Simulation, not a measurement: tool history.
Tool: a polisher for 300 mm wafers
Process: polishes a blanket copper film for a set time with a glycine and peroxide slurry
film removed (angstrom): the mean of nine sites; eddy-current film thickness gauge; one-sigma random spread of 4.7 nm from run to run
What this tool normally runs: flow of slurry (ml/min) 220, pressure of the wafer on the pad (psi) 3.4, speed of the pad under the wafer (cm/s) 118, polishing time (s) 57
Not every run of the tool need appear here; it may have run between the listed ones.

run   hour  flow of slurry (ml/min)  pressure of the wafer on the pad (psi)  speed of the pad under the wafer (cm/s)  polishing time (s)  incoming thickness of the incoming film, nm  film removed (angstrom)
  1    0.0                      220                                     3.7                                       98                  57                                       1841.0                     4533
  2    8.0                      220                                     3.7                                       98                  57                                       1832.2                     4585
  3   19.2                      220                                     3.4                                      118                  57                                       1864.3                     4598
  4   30.7                      220                                     3.4                                      118                  57                                       1830.7                     4575
  5   40.1                      220                                     3.4                                      118                  57                                       1847.8                     4518
      51.1  -- worn pad replaced by a new one
  6   52.1                      220                                     3.9                                      118                  57                                       1840.0                     5315
      53.5  -- slurry nozzle cleaned
  7   61.6                      220                                     3.4                                      118                  57                                       1821.2                     4917
  8   70.4                      220                                     3.4                                      118                  57                                       1813.2                     4938
  9   79.8                      220                                     3.4                                      118                  57                                       1843.4                     4949
 10   95.7                      220                                     3.4                                      118                  57                                       1872.9                     4863
 11  110.1                      220                                     3.4                                      118                  57                                       1873.2                     4825
 12  118.2                      220                                     3.4                                      118                  57                                       1834.6                     4850
 13  128.1                      220                                     3.4                                      118                  57                                       1844.4                     4819
 14  143.8                      220                                     3.4                                      118                  57                                       1854.4                     4714
 15  151.0                      220                                     3.4                                      118                  57                                       1831.8                     4735
 16  167.0                      220                                     3.4                                      118                  57                                       1800.1                     4702
 17  176.6                      220                                     4.1                                      118                  57                                       1846.3                     5428
     187.7  -- worn pad replaced by a new one
 18  192.2                      220                                     3.4                                      118                  69                                       1864.9                     6035
 19  202.5                      155                                     2.7                                      146                  42                                       1808.5                     3158
 20  213.3                      220                                     3.4                                      118                  57                                       1868.1                     4964
 21  221.3                      160                                     4.1                                       94                  57                                       1866.0                     4792
 22  231.5                      220                                     3.4                                      104                  57                                       1832.1                     4568
 23  247.0                      220                                     4.3                                      118                  46                                       1801.9                     4750
 24  263.3                      220                                     3.4                                      118                  57                                       1832.7                     4700
 25  270.4                      220                                     4.4                                       92                  57                                       1809.6                     5151
     284.3  -- head pressure recalibrated
 26  284.8                      160                                     4.3                                       96                  67                                       1850.7                     5815
 27  296.5                      220                                     3.4                                      132                  57                                       1839.7                     5019
 28  311.3                      220                                     3.4                                      118                  37                                       1847.5                     2962
     322.1  -- worn pad replaced by a new one
 29  322.6                      190                                     2.8                                       86                  46                                       1832.5                     2906
 30  338.5                      220                                     3.4                                      142                  63                                       1825.3                     6085
 31  350.4                      220                                     3.7                                       98                  57                                       1820.2                     4776
 32  372.4                      220                                     3.4                                      118                  57                                       1851.2                     4845
 33  387.1                      220                                     3.4                                      138                  57                                       1857.1                     5267
 34  396.3                      220                                     2.4                                      106                  48                                       1867.0                     2812
 35  414.2                      170                                     4.3                                      118                  51                                       1842.7                     4949
 36  421.1                      220                                     4.5                                      138                  44                                       1863.9                     5069
 37  438.6                      220                                     3.4                                      136                  57                                       1833.1                     5080

Run-by-run hidden state of the tool:
deviation of the head's pressure from its setpoint, %: 0 across all the runs
H1: removal rate lost through wear of the pad, %
H2: slurry flow missing at the pad, %
run     H1     H2
  1   4.55   22.1
  2   4.97   22.7
  3   5.55   23.5
  4   6.15   24.4
  5   6.63   25.1
  6  0.389     26
  7  0.882  0.666
  8   1.34  0.679
  9   1.83  0.703
 10   2.65  0.767
 11    3.4   0.85
 12   3.82  0.908
 13   4.33  0.989
 14   5.15   1.14
 15   5.52   1.22
 16   6.35   1.42
 17   6.85   1.55
 18   1.03   1.79
 19   1.57   1.97
 20   2.13   2.16
 21   2.54   2.32
 22   3.07   2.53
 23   3.88   2.86
 24   4.72   3.25
 25   5.09   3.43
 26   5.84   3.81
 27   6.44   4.13
 28   7.21   4.57
 29  0.398   4.92
 30   1.22   5.44
 31   1.84   5.85
 32   2.98   6.64
 33   3.74   7.21
 34   4.22   7.57
 35   5.15   8.31
 36   5.51   8.61
 37   6.42   9.39

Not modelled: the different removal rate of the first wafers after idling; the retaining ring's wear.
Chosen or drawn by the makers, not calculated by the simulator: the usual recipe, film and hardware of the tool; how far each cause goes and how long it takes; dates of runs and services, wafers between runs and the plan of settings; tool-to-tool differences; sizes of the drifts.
